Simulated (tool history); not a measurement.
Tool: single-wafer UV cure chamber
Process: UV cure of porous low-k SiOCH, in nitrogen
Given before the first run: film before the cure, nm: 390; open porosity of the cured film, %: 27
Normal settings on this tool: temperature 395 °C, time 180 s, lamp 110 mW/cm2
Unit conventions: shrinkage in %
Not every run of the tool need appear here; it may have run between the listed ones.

run,hour,temperature,time,lamp,wafers since the last listed run,hours since the UV bulbs were replaced,wafers since the quartz window was cleaned,shrinkage
1,0.0,395,180,110,0,993.4,550,11.983
2,58.9,395,180,110,741,1052.3,1292,12.266
3,95.6,395,180,110,461,1089.0,1753,12.211
# hour 169.3: quartz window cleaned
4,169.8,395,180,110,832,1163.2,5,11.894
5,228.7,395,180,110,741,1222.1,747,12.119
6,318.2,395,180,110,1126,1311.6,1873,11.927
7,376.0,395,180,110,727,1369.4,2600,12.065
# hour 439.7: quartz window cleaned
8,440.2,395,95,110,707,1433.6,6,9.069
9,478.7,395,95,110,484,1472.1,491,9.052
# hour 497.1: UV bulbs replaced
10,539.1,395,205,110,659,42.0,1150,12.620
11,610.7,377,180,130,900,113.6,2051,12.625
# hour 652.8: quartz window cleaned
12,663.5,410,180,98,563,166.4,135,11.714
13,718.4,401,180,149,690,221.3,826,13.684
14,779.7,395,180,110,771,282.6,1597,12.019
15,825.9,386,220,123,581,328.8,2178,13.374
16,866.5,406,215,110,510,369.4,2689,13.199
# hour 906.2: quartz window cleaned
17,906.7,395,230,110,405,409.6,6,13.035
18,971.6,382,255,76,816,474.5,822,11.543
19,996.5,395,180,110,313,499.4,1135,12.055
20,1054.5,385,125,80,729,557.4,1865,8.662

Forecast each of these 4 alternatives for the next run:
A,1054.9,395,180,110,5,557.8,1870,?
B,1054.9,385,180,143,5,557.8,1870,?
C,1054.9,413,130,110,5,557.8,1870,?
D,1054.9,412,275,138,5,557.8,1870,?

run,shrinkage
A,11.982
B,13.059
C,10.766
D,15.516
Without the tool's unlogged condition, the same runs would have read:
run,shrinkage
A,11.982
B,13.059
C,10.766
D,15.516

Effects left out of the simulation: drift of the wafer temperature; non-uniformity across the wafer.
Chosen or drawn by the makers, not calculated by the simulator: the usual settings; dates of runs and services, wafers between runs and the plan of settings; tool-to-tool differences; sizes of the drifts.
